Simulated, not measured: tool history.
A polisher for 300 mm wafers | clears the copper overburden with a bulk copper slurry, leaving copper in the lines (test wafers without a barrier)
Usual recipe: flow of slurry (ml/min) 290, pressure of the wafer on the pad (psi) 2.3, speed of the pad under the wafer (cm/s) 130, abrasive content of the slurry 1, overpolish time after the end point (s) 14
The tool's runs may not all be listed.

run	hour	flow of slurry (ml/min)	pressure of the wafer on the pad (psi)	speed of the pad under the wafer (cm/s)	abrasive content of the slurry	overpolish time after the end point (s)	incoming thickness of the incoming film, nm	time until the end point was called (s)	dishing of a wide line in a test structure (angstrom)
1	0	290	2.3	130	1	8	946.4	100.3	502
2	23.5	290	2.3	130	1	8	946.8	100	519
# hour 53.3: worn pad replaced by a new one
3	53.8	290	2.3	130	1	14	959.4	101.6	747
4	86.5	290	2.3	130	1	14	941.8	101.3	774
5	101.1	290	2.3	130	1	14	960.6	102.6	771
6	121.8	290	2.3	130	1	14	958.2	103.6	785
7	134.8	290	2.3	130	1	14	951.5	102.2	777
# hour 147.4: slurry nozzle cleaned
8	152.2	290	2.3	130	1	14	969.6	101	790
9	172.3	290	2.3	154	1	14	964.2	86.8	870
10	187	290	2.3	164	1	14	945.2	78.2	966
11	252.1	290	2.3	114	0.75	14	948	121.7	687
# hour 269.8: worn pad replaced by a new one
12	275.6	290	2.3	130	1	14	946.5	98.3	852
# hour 284: slurry blender recalibrated
13	298.3	290	2.3	176	1	7	956.8	74.4	589
14	332.7	380	1.7	130	0.85	9	941.7	131.7	437
15	355.9	290	2.3	130	1	14	954.5	97.9	792
16	389	290	3	144	1	14	959.6	68.7	1042
17	412.9	290	2.3	130	1	11	940.8	94.6	669
# hour 414.9: slurry nozzle cleaned
18	424.9	290	2.3	100	1	7	965.8	128.1	383
# hour 459.7: head pressure recalibrated
19	495.6	255	2.3	160	1	10	954	91.7	640
# hour 512.1: worn pad replaced by a new one
20	520	260	1.9	130	1	14	947.7	135.6	610
21	535.3	290	1.7	130	1.1	16	941.9	144	622
22	547.7	290	2.7	98	1	9	948.1	127.1	476
23	582.7	290	1.9	146	1.2	14	964.5	116.8	695
24	607	290	3.1	130	1	14	952.6	83.8	937
# hour 662.5: slurry nozzle cleaned
# hour 670.8: slurry blender recalibrated
25	695.4	290	2.3	130	1	14	957.9	112.9	695
26	709.1	290	2	130	1	12	963.3	130.9	584
# hour 749.9: worn pad replaced by a new one
27	750.4	290	3.1	130	1	14	940.9	82.1	901
28	773.9	290	2.3	130	1	14	931.2	109.8	756

Consider 4 possible next runs. They are alternatives, not a sequence: every one starts from the tool as it was left by run 28. What does each give?
A	774.4	290	2.3	118	1	14	951.8	?	?
B	774.4	290	2.3	102	1	14	951.8	?	?
C	774.4	290	2.1	130	1	14	951.8	?	?
D	774.4	290	2.3	172	0.8	14	951.8	?	?

run	time until the end point was called (s)	dishing of a wide line in a test structure (angstrom)
A	123.4	674
B	142.7	604
C	122.7	671
D	89.2	846
Take away the tool's hidden state, keep each run's random variation, and the runs would have read:
run	time until the end point was called (s)	dishing of a wide line in a test structure (angstrom)
A	123.3	675
B	142.7	604
C	122.6	671
D	89.2	847

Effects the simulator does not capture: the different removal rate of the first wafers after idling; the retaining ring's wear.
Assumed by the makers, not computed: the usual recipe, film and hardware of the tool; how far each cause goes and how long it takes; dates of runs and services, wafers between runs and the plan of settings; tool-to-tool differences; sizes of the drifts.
